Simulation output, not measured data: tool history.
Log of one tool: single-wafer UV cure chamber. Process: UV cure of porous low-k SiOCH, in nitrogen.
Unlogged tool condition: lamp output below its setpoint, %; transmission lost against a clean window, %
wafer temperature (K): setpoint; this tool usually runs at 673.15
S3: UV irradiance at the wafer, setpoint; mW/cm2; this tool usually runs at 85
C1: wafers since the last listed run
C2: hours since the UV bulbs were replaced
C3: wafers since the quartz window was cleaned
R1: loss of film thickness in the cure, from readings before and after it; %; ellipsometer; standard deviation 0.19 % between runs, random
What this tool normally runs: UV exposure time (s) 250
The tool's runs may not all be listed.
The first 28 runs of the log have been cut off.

-- hour=1760.6 UV bulbs replaced
run 29 hour=1763.1 | wafer_temperature_(K)=673.15 UV_exposure_time_(s)=105 S3=98 | C1=177 C2=2.5 C3=688 | R1=8.803
run 30 hour=1899.4 | wafer_temperature_(K)=673.15 UV_exposure_time_(s)=100 S3=102 | C1=932 C2=138.8 C3=1621 | R1=8.49
run 31 hour=1946.5 | wafer_temperature_(K)=663.15 UV_exposure_time_(s)=355 S3=85 | C1=322 C2=185.9 C3=1943 | R1=13.588
run 32 hour=2006 | wafer_temperature_(K)=661.15 UV_exposure_time_(s)=325 S3=63 | C1=407 C2=245.4 C3=2350 | R1=11.548
run 33 hour=2071.2 | wafer_temperature_(K)=688.15 UV_exposure_time_(s)=365 S3=108 | C1=446 C2=310.6 C3=2796 | R1=15.408
run 34 hour=2125.7 | wafer_temperature_(K)=660.15 UV_exposure_time_(s)=330 S3=102 | C1=372 C2=365.1 C3=3169 | R1=14.212
run 35 hour=2156.5 | wafer_temperature_(K)=673.15 UV_exposure_time_(s)=250 S3=85 | C1=210 C2=395.9 C3=3379 | R1=11.784
run 36 hour=2204.8 | wafer_temperature_(K)=679.15 UV_exposure_time_(s)=250 S3=85 | C1=330 C2=444.2 C3=3710 | R1=11.773
run 37 hour=2236 | wafer_temperature_(K)=679.15 UV_exposure_time_(s)=195 S3=71 | C1=213 C2=475.4 C3=3923 | R1=9.797
run 38 hour=2293.3 | wafer_temperature_(K)=673.15 UV_exposure_time_(s)=180 S3=47 | C1=391 C2=532.7 C3=4315 | R1=7.214
-- hour=2312.7 quartz window cleaned
run 39 hour=2344.1 | wafer_temperature_(K)=673.15 UV_exposure_time_(s)=250 S3=85 | C1=292 C2=583.5 C3=214 | R1=12.2
run 40 hour=2370.6 | wafer_temperature_(K)=673.15 UV_exposure_time_(s)=250 S3=85 | C1=181 C2=610 C3=396 | R1=12.48
run 41 hour=2584.3 | wafer_temperature_(K)=673.15 UV_exposure_time_(s)=250 S3=85 | C1=1461 C2=823.7 C3=1857 | R1=12.154
run 42 hour=2642.1 | wafer_temperature_(K)=679.15 UV_exposure_time_(s)=135 S3=85 | C1=395 C2=881.5 C3=2253 | R1=9.249
run 43 hour=2683.5 | wafer_temperature_(K)=673.15 UV_exposure_time_(s)=250 S3=85 | C1=283 C2=922.9 C3=2536 | R1=11.88
run 44 hour=2733.2 | wafer_temperature_(K)=685.15 UV_exposure_time_(s)=205 S3=85 | C1=339 C2=972.6 C3=2876 | R1=11.062
run 45 hour=2801.9 | wafer_temperature_(K)=673.15 UV_exposure_time_(s)=250 S3=85 | C1=469 C2=1041.3 C3=3346 | R1=11.618
run 46 hour=2829.4 | wafer_temperature_(K)=673.15 UV_exposure_time_(s)=250 S3=85 | C1=188 C2=1068.8 C3=3534 | R1=11.839
-- hour=2886.1 quartz window cleaned
run 47 hour=2888.5 | wafer_temperature_(K)=688.15 UV_exposure_time_(s)=250 S3=85 | C1=349 C2=1127.9 C3=16 | R1=12.091

Each row is a separate what-if for the run after 47, all from the same tool condition, not one after another. Results?
run A hour=2889 | wafer_temperature_(K)=673.15 UV_exposure_time_(s)=250 S3=85 | C1=3 C2=1128.4 C3=19 | R1=?
run B hour=2889 | wafer_temperature_(K)=665.15 UV_exposure_time_(s)=320 S3=125 | C1=3 C2=1128.4 C3=19 | R1=?
run C hour=2889 | wafer_temperature_(K)=657.15 UV_exposure_time_(s)=345 S3=85 | C1=3 C2=1128.4 C3=19 | R1=?
run D hour=2889 | wafer_temperature_(K)=664.15 UV_exposure_time_(s)=190 S3=116 | C1=3 C2=1128.4 C3=19 | R1=?

run=A R1=12.424
run=B R1=15.594
run=C R1=13.766
run=D R1=12.432
With the hidden condition removed and each run's random variation left untouched, the same runs would have given:
run=A R1=12.496
run=B R1=15.67
run=C R1=13.84
run=D R1=12.504
